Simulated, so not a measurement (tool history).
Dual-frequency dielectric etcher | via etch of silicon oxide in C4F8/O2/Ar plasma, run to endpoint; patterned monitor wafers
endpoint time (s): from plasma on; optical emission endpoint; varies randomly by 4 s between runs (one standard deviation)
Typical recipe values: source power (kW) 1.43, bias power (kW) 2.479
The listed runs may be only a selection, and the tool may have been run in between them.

| run | hour | source power (kW) | bias power (kW) | incoming incoming film thickness, nm | endpoint time (s) |
|---|---|---|---|---|---|
| 1 | 0 | 1.43 | 2.479 | 2263.4 | 526.2 |
| 2 | 16.7 | 1.43 | 2.479 | 2259.1 | 519.7 |
| 3 | 47.9 | 1.43 | 2.479 | 2280.3 | 532.4 |
|  | 94.7 | wet clean of the chamber |
| 4 | 95.2 | 1.43 | 2.479 | 2296.2 | 497.8 |
| 5 | 172 | 1.43 | 2.479 | 2256.9 | 502.2 |
| 6 | 206.4 | 1.43 | 2.479 | 2262.2 | 499.9 |
| 7 | 242 | 1.43 | 2.479 | 2264.7 | 503 |
| 8 | 255.8 | 1.43 | 2.257 | 2275 | 522.9 |
| 9 | 279.3 | 1.43 | 2.257 | 2280.3 | 526.4 |
| 10 | 293.6 | 1.43 | 2.479 | 2262.9 | 506.6 |
| 11 | 316.2 | 1.43 | 2.479 | 2283.8 | 514.7 |
| 12 | 333.9 | 1.43 | 2.479 | 2280.1 | 516.8 |
|  | 374.9 | upper electrode replaced, of another model than before |
| 13 | 375.4 | 1.43 | 2.479 | 2244.1 | 514.1 |
| 14 | 375.8 | 1.43 | 1.999 | 2234.8 | 555.4 |
| 15 | 381.4 | 1.33 | 2.479 | 2296.7 | 533.6 |
| 16 | 413.1 | 1.33 | 2.479 | 2264.2 | 537.6 |
| 17 | 430.5 | 1.43 | 2.479 | 2265.2 | 516.8 |
|  | 469.9 | wet clean of the chamber |
| 18 | 470.4 | 1.75 | 2.479 | 2281.7 | 471.5 |
| 19 | 470.8 | 1.43 | 2.479 | 2254 | 493.7 |

What does the tool deliver on the next run?
| 20 | 485.7 | 1.55 | 2.227 | 2261.7 | ? |

endpoint time (s): 511.1
With the hidden condition absent and the run-to-run variation left alone, this run would have shown endpoint time (s) 511.
